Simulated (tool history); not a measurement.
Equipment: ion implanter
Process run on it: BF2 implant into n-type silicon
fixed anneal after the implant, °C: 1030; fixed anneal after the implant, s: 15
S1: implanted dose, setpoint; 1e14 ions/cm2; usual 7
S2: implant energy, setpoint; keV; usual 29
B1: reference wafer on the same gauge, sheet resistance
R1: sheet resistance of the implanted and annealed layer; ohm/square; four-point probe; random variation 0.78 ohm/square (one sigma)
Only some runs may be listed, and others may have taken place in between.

run	hour	S1	S2	B1	R1
1	0	7	29	197.14	174.22
2	54.2	7	29	196.98	172.27
3	119.5	7	29	197.05	173.64
4	145.6	7	29	196.91	173.74
5	175.9	7	25.5	197.17	178.46
6	215.6	7	25.5	197.02	179
7	251.5	7	25.5	196.99	180.13
8	275.9	7	29	196.8	175.24
9	341.4	7	34.5	197.08	169.87
# hour 343: gauge calibrated
10	388.5	7	34.5	196.78	169.94
11	445.5	7	29	197.05	177.57
# hour 518.5: extraction supply calibrated
12	546.5	7	29	197.01	176.12
13	593.7	7	29	196.86	178.36
14	658	7	29	196.96	176.04
15	686.4	6.17	29	197.27	196.9
16	740.7	6.17	29	196.95	194.65
17	786.6	6.17	29	196.95	194.03
18	816.9	5.92	29	197.08	202.31
19	845.8	8.58	25	197.09	159.91
20	875.7	6.42	37	196.96	183.49
# hour 896.5: Faraday cup replaced and dose calibrated
21	915.9	6.17	29	196.88	186.01
22	982.4	8.26	29	197.06	152.72
23	1026.9	7	29	197.08	170.77
24	1069.1	6.32	24	197.05	190.29
25	1094.2	6.03	19	196.83	209.09
26	1136.3	4.91	38	197.04	222.27
# hour 1164.8: gauge calibrated
27	1187	8.82	37.5	197.07	137.57
28	1234.9	7	38	197.05	165.64
29	1268.8	5.76	32	197.09	199.14
30	1302.3	7	29	196.94	174.58
31	1361.3	5.95	33	197.08	194.23
32	1427.5	9.04	21.5	196.8	159.46
33	1455.9	6.03	19	197.16	211.79
34	1498.6	9.03	29	196.98	146.86
35	1528.4	5.76	32	197.05	198.79
36	1585.3	8.83	34.5	196.82	143.02
37	1636.5	7	29	196.9	174.03

Same runs, no hidden state in the tool, same run-to-run variation:
Unlogged tool condition in this case: deviation of the true dose from the Faraday cup's reading, %; deviation of the true energy from its setpoint, %; gauge reads high (%).
run	R1
1	171.85
2	169.18
3	169.77
4	169.59
5	174.14
6	174.34
7	175.16
8	169.98
9	164.01
10	163.83
11	171.33
12	169.56
13	171.59
14	169.19
15	188.75
16	186.48
17	185.8
18	193.56
19	154.62
20	175.13
21	186.9
22	152.45
23	169.81
24	188.66
25	207.08
26	218.92
27	135.49
28	162.39
29	194.91
30	171.02
31	189.44
32	156.73
33	206.94
34	143.73
35	193.05
36	139.42
37	169.19

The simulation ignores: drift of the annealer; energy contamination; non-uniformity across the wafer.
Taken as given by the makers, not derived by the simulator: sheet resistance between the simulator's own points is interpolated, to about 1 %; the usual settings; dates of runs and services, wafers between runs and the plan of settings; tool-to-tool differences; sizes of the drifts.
